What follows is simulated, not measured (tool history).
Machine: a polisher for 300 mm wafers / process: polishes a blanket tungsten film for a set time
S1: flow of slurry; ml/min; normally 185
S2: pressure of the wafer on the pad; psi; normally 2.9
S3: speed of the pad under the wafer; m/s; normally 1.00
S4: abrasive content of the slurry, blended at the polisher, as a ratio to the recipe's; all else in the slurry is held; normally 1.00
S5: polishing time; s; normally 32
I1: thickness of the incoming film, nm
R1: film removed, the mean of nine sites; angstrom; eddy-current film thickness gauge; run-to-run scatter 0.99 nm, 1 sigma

run   hour   S1   S2    S3    S4  S5     I1    R1
  1    0.0  160  2.9  1.00  1.00  32  680.7   955
  2   20.6  160  2.9  1.00  1.00  32  672.5   981
  3   44.2  185  2.7  1.00  1.00  32  679.7   951
      50.8  -- slurry tank refilled with fresh slurry and peroxide
  4   61.2  185  2.7  1.00  1.00  32  692.4   946
  5   79.2  185  2.7  1.00  1.00  32  691.9   927
  6  112.9  185  2.9  1.00  1.00  39  678.4  1216
  7  186.3  185  2.9  1.00  1.00  39  672.6  1224
     194.0  -- worn pad replaced by a new one
  8  209.2  185  2.9  1.00  1.00  32  684.8   997
     229.3  -- slurry tank refilled with fresh slurry and peroxide
  9  231.8  185  2.9  1.00  1.00  32  671.8   982
 10  257.5  185  2.9  1.00  1.00  32  689.5   981
 11  270.2  185  2.9  1.00  1.00  32  672.6   982
     346.4  -- worn pad replaced by a new one
 12  346.9  185  2.9  1.00  1.00  32  693.1   992
     379.4  -- slurry blender recalibrated
 13  379.9  185  3.5  1.00  1.00  29  679.0  1007
     410.1  -- slurry tank refilled with fresh slurry and peroxide
 14  410.6  185  3.4  1.00  0.85  41  686.6  1347
     429.7  -- slurry nozzle cleaned
 15  500.8  140  2.9  1.22  1.00  36  680.0  1170
 16  528.7  185  2.9  1.00  1.00  32  683.8   985
     539.4  -- worn pad replaced by a new one
 17  556.7  185  2.3  1.14  1.00  32  676.9   937
     572.9  -- slurry tank refilled with fresh slurry and peroxide
 18  585.2  185  2.9  1.00  1.00  32  678.8   994
 19  601.5  185  2.9  1.18  1.00  24  678.5   824
 20  632.9  185  2.9  1.00  1.00  32  673.7   991
     657.8  -- head pressure recalibrated
 21  658.3  215  3.4  1.22  1.00  27  678.6  1072
 22  675.2  185  2.9  1.00  1.00  32  684.5   992

Run 23 is up next; what results do you expect?
     737.6  -- worn pad replaced by a new one
     741.4  -- slurry tank refilled with fresh slurry and peroxide
     761.0  -- slurry blender recalibrated
 23  761.5  185  2.9  1.32  0.75  43  672.9   ?

R1: 1498 angstrom
Take away the tool's hidden state, keep the run-to-run variation as it was, and the same run would have given R1 1498 angstrom.
